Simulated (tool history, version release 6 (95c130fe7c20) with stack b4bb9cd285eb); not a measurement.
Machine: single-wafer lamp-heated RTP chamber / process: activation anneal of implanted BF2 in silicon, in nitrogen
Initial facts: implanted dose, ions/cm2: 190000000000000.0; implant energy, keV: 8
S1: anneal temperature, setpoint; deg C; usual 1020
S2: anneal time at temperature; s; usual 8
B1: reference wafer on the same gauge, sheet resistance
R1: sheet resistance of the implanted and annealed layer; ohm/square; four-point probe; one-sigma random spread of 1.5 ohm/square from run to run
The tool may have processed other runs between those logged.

run 1 hour=0.0 | S1=1001 S2=8 | B1=626.16 | R1=625.64
run 2 hour=32.1 | S1=1001 S2=8 | B1=625.18 | R1=626.25
run 3 hour=47.9 | S1=1020 S2=8 | B1=625.06 | R1=614.56
-- hour=76.9 reflector plate cleaned
run 4 hour=77.4 | S1=1020 S2=8 | B1=625.61 | R1=614.82
run 5 hour=91.9 | S1=1020 S2=8 | B1=624.92 | R1=613.32
run 6 hour=108.8 | S1=1020 S2=10 | B1=624.97 | R1=609.03
run 7 hour=121.5 | S1=1020 S2=8 | B1=624.71 | R1=612.45
run 8 hour=140.7 | S1=1020 S2=8 | B1=624.29 | R1=614.81
run 9 hour=173.6 | S1=1020 S2=8 | B1=624.69 | R1=614.20
run 10 hour=203.5 | S1=1020 S2=8 | B1=624.93 | R1=613.56
run 11 hour=238.4 | S1=1020 S2=6 | B1=625.03 | R1=616.16
-- hour=262.8 pyrometer window cleaned and pyrometer calibrated
run 12 hour=266.9 | S1=1020 S2=6 | B1=625.31 | R1=612.63
run 13 hour=299.3 | S1=1020 S2=6 | B1=624.74 | R1=612.53
run 14 hour=329.2 | S1=1020 S2=8 | B1=625.16 | R1=605.54
-- hour=336.0 gauge calibrated
run 15 hour=365.2 | S1=1020 S2=8 | B1=624.94 | R1=608.70
-- hour=384.7 reflector plate cleaned
run 16 hour=385.6 | S1=1041 S2=13 | B1=624.74 | R1=585.26
run 17 hour=419.8 | S1=1041 S2=9 | B1=625.40 | R1=595.20
run 18 hour=447.9 | S1=1020 S2=8 | B1=624.65 | R1=605.62
run 19 hour=460.4 | S1=1020 S2=8 | B1=625.27 | R1=606.15
run 20 hour=474.3 | S1=1020 S2=8 | B1=624.71 | R1=603.35
-- hour=484.1 pyrometer window cleaned and pyrometer calibrated, repeated, since the last time left the tool worse
run 21 hour=508.8 | S1=1020 S2=8 | B1=624.56 | R1=616.93
run 22 hour=526.9 | S1=1020 S2=8 | B1=625.07 | R1=612.54
run 23 hour=549.4 | S1=1020 S2=8 | B1=625.18 | R1=613.30
run 24 hour=651.4 | S1=1008 S2=6 | B1=624.74 | R1=622.50
run 25 hour=666.9 | S1=995 S2=12 | B1=625.30 | R1=621.90
-- hour=683.5 reflector plate cleaned
run 26 hour=687.8 | S1=991 S2=5 | B1=625.26 | R1=636.32
run 27 hour=715.8 | S1=1020 S2=5 | B1=624.86 | R1=618.10
-- hour=744.8 pyrometer window cleaned and pyrometer calibrated
run 28 hour=745.3 | S1=1003 S2=12 | B1=624.78 | R1=618.83
run 29 hour=766.6 | S1=1020 S2=11 | B1=625.52 | R1=609.63
run 30 hour=784.3 | S1=1044 S2=6 | B1=624.94 | R1=606.42
run 31 hour=800.6 | S1=1020 S2=8 | B1=625.41 | R1=613.75
run 32 hour=836.0 | S1=1005 S2=8 | B1=625.04 | R1=624.53
run 33 hour=866.4 | S1=1002 S2=8 | B1=624.41 | R1=623.17
-- hour=922.9 reflector plate cleaned
run 34 hour=969.8 | S1=995 S2=12 | B1=624.47 | R1=620.54
-- hour=1014.2 pyrometer window cleaned and pyrometer calibrated
run 35 hour=1014.7 | S1=999 S2=13 | B1=625.47 | R1=622.54
run 36 hour=1045.2 | S1=1020 S2=8 | B1=624.98 | R1=615.47

What if the next run were any one of these 4? Each begins from the tool's condition after run 36:
run A hour=1045.6 | S1=1049 S2=8 | B1=? | R1=?
run B hour=1045.6 | S1=1000 S2=7 | B1=? | R1=?
run C hour=1045.6 | S1=1047 S2=11 | B1=? | R1=?
run D hour=1045.6 | S1=1031 S2=5 | B1=? | R1=?

run=A B1=625.00 R1=597.17
run=B B1=625.00 R1=629.24
run=C B1=625.00 R1=591.67
run=D B1=625.00 R1=614.53
With no hidden state in the tool, these same runs would have given:
run=A R1=597.24
run=B R1=629.35
run=C R1=591.74
run=D R1=614.62
